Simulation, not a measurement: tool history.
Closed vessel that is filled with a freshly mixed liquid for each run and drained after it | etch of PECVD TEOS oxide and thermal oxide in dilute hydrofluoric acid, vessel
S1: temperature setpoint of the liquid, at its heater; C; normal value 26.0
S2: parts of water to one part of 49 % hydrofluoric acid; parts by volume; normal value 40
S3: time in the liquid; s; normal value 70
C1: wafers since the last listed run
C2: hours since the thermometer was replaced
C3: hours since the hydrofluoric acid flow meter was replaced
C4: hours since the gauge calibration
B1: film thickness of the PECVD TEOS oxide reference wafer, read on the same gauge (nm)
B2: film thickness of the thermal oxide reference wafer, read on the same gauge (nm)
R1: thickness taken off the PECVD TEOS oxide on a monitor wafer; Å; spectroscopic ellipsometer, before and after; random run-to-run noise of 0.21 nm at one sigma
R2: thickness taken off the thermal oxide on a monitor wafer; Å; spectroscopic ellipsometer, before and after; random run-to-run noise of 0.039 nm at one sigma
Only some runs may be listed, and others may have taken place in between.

run    hour    S1  S2  S3     C1      C2      C3      C4     B1      B2     R1     R2
  1     0.0  23.5  40  70      0  1441.4  1833.5  1214.9  89.97  130.01  187.1   85.2
  2    46.3  23.5  40  70   4496  1487.7  1879.8  1261.2  90.00  130.01  186.9   85.3
  3    89.5  26.0  40  70   4195  1530.9  1923.0  1304.4  89.94  129.96  204.2   94.7
      168.2  -- hydrofluoric acid flow meter replaced
  4   212.2  26.0  40  70  11818  1653.6    44.0  1427.1  90.00  130.02  210.0   94.5
  5   238.2  26.0  40  70   2524  1679.6    70.0  1453.1  89.99  130.01  204.6   94.2
      245.8  -- gauge calibrated
  6   290.6  26.0  35  70   5088  1732.0   122.4    44.8  89.98  129.97  236.4  108.3
  7   328.9  26.0  40  95   3719  1770.3   160.7    83.1  89.99  130.00  281.4  127.0
  8   379.9  27.5  50  70   4952  1821.3   211.7   134.1  90.00  129.99  169.9   78.6
  9   441.2  26.0  55  40   5953  1882.6   273.0   195.4  90.00  129.97   84.9   38.0
 10   506.6  21.5  50  85   6351  1948.0   338.4   260.8  90.00  130.00  165.4   73.3
 11   549.8  26.0  40  70   4195  1991.2   381.6   304.0  90.01  130.00  203.4   92.8
 12   607.2  24.0  60  70   5574  2048.6   439.0   361.4  89.97  129.96  122.3   54.9
 13   640.2  28.0  20  50   3204  2081.6   472.0   394.4  89.96  130.01  325.8  146.7
 14   684.2  26.0  40  70   4272  2125.6   516.0   438.4  89.98  129.99  200.0   92.5
 15   747.2  26.0  40  70   6118  2188.6   579.0   501.4  90.01  129.97  204.8   91.4
 16   803.5  22.0  40  80   5467  2244.9   635.3   557.7  90.01  130.00  195.2   88.5
 17   873.9  26.0  40  55   6836  2315.3   705.7   628.1  90.00  129.99  160.4   71.6
 18   915.6  26.0  25  35   4049  2357.0   747.4   669.8  90.01  130.03  161.2   74.5
      943.2  -- thermometer replaced
 19   959.3  26.0  40  70   4146    16.1   791.1   713.5  90.01  129.93  225.9  102.2
 20  1007.6  26.0  40  70   4690    64.4   839.4   761.8  90.03  130.01  227.3  101.6
 21  1050.0  26.0  40  70   4117   106.8   881.8   804.2  90.00  129.97  224.3  101.0
 22  1112.7  26.0  25  70   6089   169.5   944.5   866.9  89.94  130.00  366.5  165.7
 23  1173.5  26.0  40  70   5904   230.3  1005.3   927.7  89.99  129.97  221.6  100.9
 24  1304.3  23.0  55  55  12702   361.1  1136.1  1058.5  90.01  130.01  108.7   49.6
 25  1350.7  29.0  25  50   4506   407.5  1182.5  1104.9  89.99  129.99  294.3  132.2
 26  1394.6  23.0  40  90   4263   451.4  1226.4  1148.8  89.95  130.00  249.5  112.9

Consider 4 possible next runs. They are alternatives, not a sequence: every one starts from the tool as it was left by run 26. What does each give?
  A  1395.3  26.0  40   70  67  452.1  1227.1  1149.5   ?   ?   ?   ?
  B  1395.3  24.5  45   50  67  452.1  1227.1  1149.5   ?   ?   ?   ?
  C  1395.3  24.0  55  100  67  452.1  1227.1  1149.5   ?   ?   ?   ?
  D  1395.3  24.5  45   90  67  452.1  1227.1  1149.5   ?   ?   ?   ?

run     B1      B2     R1     R2
  A  90.01  130.00  217.6   99.5
  B  90.01  130.00  129.0   59.0
  C  90.01  130.00  204.1   93.3
  D  90.01  130.00  232.2  106.2
Had the tool no hidden state, the same runs would have come out as:
run     R1     R2
  A  223.1  102.0
  B  132.3   60.5
  C  209.3   95.7
  D  238.1  108.9
